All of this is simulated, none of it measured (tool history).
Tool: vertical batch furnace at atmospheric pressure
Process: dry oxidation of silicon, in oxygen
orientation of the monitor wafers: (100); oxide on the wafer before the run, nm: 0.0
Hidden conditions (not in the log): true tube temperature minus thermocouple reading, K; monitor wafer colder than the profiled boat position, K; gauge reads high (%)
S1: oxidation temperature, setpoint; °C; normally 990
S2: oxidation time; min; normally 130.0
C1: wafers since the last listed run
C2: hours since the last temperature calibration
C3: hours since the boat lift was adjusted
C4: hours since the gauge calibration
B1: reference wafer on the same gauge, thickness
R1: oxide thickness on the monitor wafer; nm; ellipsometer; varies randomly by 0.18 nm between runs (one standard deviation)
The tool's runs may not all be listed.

| run | hour | S1 | S2 | C1 | C2 | C3 | C4 | B1 | R1 |
|---|---|---|---|---|---|---|---|---|---|
| 1 | 0.0 | 990 | 130.0 | 0 | 1935.4 | 1396.6 | 3724.0 | 64.01 | 71.08 |
| 2 | 125.7 | 979 | 130.0 | 1212 | 2061.1 | 1522.3 | 3849.7 | 64.01 | 64.49 |
| 3 | 205.5 | 979 | 130.0 | 769 | 2140.9 | 1602.1 | 3929.5 | 64.00 | 64.36 |
| 4 | 249.2 | 990 | 130.0 | 421 | 2184.6 | 1645.8 | 3973.2 | 63.98 | 71.09 |
| 5 | 294.3 | 990 | 130.0 | 435 | 2229.7 | 1690.9 | 4018.3 | 64.03 | 70.78 |
| 6 | 368.7 | 990 | 130.0 | 717 | 2304.1 | 1765.3 | 4092.7 | 64.06 | 70.54 |
| 7 | 448.8 | 990 | 150.0 | 772 | 2384.2 | 1845.4 | 4172.8 | 64.02 | 78.28 |
| 8 | 501.5 | 990 | 130.0 | 508 | 2436.9 | 1898.1 | 4225.5 | 63.98 | 70.73 |
| 9 | 544.9 | 990 | 130.0 | 418 | 2480.3 | 1941.5 | 4268.9 | 64.03 | 70.72 |
| 10 | 765.1 | 990 | 130.0 | 2124 | 2700.5 | 2161.7 | 4489.1 | 64.02 | 70.72 |
|  | 801.2 | gauge calibrated |
| 11 | 817.5 | 990 | 130.0 | 505 | 2752.9 | 2214.1 | 16.3 | 63.97 | 70.21 |
| 12 | 919.1 | 990 | 130.0 | 980 | 2854.5 | 2315.7 | 117.9 | 63.99 | 70.68 |
| 13 | 970.6 | 982 | 130.0 | 496 | 2906.0 | 2367.2 | 169.4 | 64.00 | 65.88 |
| 14 | 1047.5 | 998 | 130.0 | 741 | 2982.9 | 2444.1 | 246.3 | 64.03 | 75.99 |
| 15 | 1138.5 | 1010 | 175.0 | 878 | 3073.9 | 2535.1 | 337.3 | 63.97 | 104.72 |
|  | 1164.6 | thermocouples replaced and temperature profile calibrated |
| 16 | 1198.8 | 990 | 130.0 | 350 | 34.2 | 2595.4 | 397.6 | 63.99 | 70.59 |
| 17 | 1236.1 | 990 | 110.0 | 359 | 71.5 | 2632.7 | 434.9 | 64.03 | 62.85 |
| 18 | 1299.5 | 975 | 152.5 | 611 | 134.9 | 2696.1 | 498.3 | 64.00 | 69.67 |
| 19 | 1365.7 | 990 | 82.0 | 638 | 201.1 | 2762.3 | 564.5 | 63.98 | 51.23 |
| 20 | 1451.0 | 1002 | 88.0 | 823 | 286.4 | 2847.6 | 649.8 | 64.04 | 60.41 |
| 21 | 1542.9 | 990 | 130.0 | 886 | 378.3 | 2939.5 | 741.7 | 63.99 | 70.39 |
| 22 | 1612.4 | 983 | 106.5 | 670 | 447.8 | 3009.0 | 811.2 | 63.99 | 57.43 |
| 23 | 1669.8 | 968 | 130.0 | 553 | 505.2 | 3066.4 | 868.6 | 63.99 | 59.08 |
| 24 | 1740.8 | 1003 | 180.0 | 685 | 576.2 | 3137.4 | 939.6 | 64.01 | 99.44 |
|  | 1765.8 | boat lift adjusted |
| 25 | 2029.3 | 1002 | 88.0 | 2552 | 864.7 | 263.5 | 1228.1 | 63.98 | 58.89 |
| 26 | 2071.6 | 990 | 130.0 | 408 | 907.0 | 305.8 | 1270.4 | 64.00 | 68.95 |
| 27 | 2161.5 | 990 | 130.0 | 867 | 996.9 | 395.7 | 1360.3 | 64.01 | 68.49 |
| 28 | 2258.7 | 990 | 130.0 | 937 | 1094.1 | 492.9 | 1457.5 | 64.05 | 68.57 |
| 29 | 2311.4 | 980 | 130.0 | 508 | 1146.8 | 545.6 | 1510.2 | 64.01 | 63.26 |
|  | 2383.5 | boat lift adjusted, repeated, since the last time left the tool worse |
| 30 | 2406.6 | 990 | 97.5 | 686 | 1242.0 | 23.1 | 1605.4 | 63.99 | 58.66 |
| 31 | 2486.0 | 990 | 110.0 | 766 | 1321.4 | 102.5 | 1684.8 | 64.03 | 63.75 |
| 32 | 2551.2 | 990 | 130.0 | 629 | 1386.6 | 167.7 | 1750.0 | 63.99 | 71.54 |
| 33 | 2610.2 | 983 | 66.5 | 569 | 1445.6 | 226.7 | 1809.0 | 63.98 | 42.45 |
| 34 | 2665.8 | 1009 | 160.0 | 536 | 1501.2 | 282.3 | 1864.6 | 64.02 | 99.62 |
| 35 | 2751.5 | 1005 | 86.5 | 826 | 1586.9 | 368.0 | 1950.3 | 64.00 | 62.66 |
| 36 | 2820.2 | 990 | 130.0 | 662 | 1655.6 | 436.7 | 2019.0 | 64.04 | 71.77 |
| 37 | 2919.4 | 978 | 130.0 | 957 | 1754.8 | 535.9 | 2118.2 | 63.99 | 64.66 |
| 38 | 2970.7 | 973 | 153.5 | 494 | 1806.1 | 587.2 | 2169.5 | 63.98 | 70.30 |

Forecast each of these 5 alternatives for the next run:
| A | 2976.4 | 990 | 130.0 | 54 | 1811.8 | 592.9 | 2175.2 | ? | ? |
| B | 2976.4 | 979 | 75.5 | 54 | 1811.8 | 592.9 | 2175.2 | ? | ? |
| C | 2976.4 | 1004 | 130.0 | 54 | 1811.8 | 592.9 | 2175.2 | ? | ? |
| D | 2976.4 | 990 | 92.5 | 54 | 1811.8 | 592.9 | 2175.2 | ? | ? |
| E | 2976.4 | 978 | 162.0 | 54 | 1811.8 | 592.9 | 2175.2 | ? | ? |

| run | B1 | R1 |
|---|---|---|
| A | 63.99 | 71.58 |
| B | 63.99 | 44.65 |
| C | 63.99 | 81.86 |
| D | 63.99 | 56.51 |
| E | 63.99 | 75.53 |
With the hidden condition removed and each run's random variation left untouched, the same runs would have given:
| run | R1 |
|---|---|
| A | 71.93 |
| B | 44.83 |
| C | 82.27 |
| D | 56.79 |
| E | 75.84 |

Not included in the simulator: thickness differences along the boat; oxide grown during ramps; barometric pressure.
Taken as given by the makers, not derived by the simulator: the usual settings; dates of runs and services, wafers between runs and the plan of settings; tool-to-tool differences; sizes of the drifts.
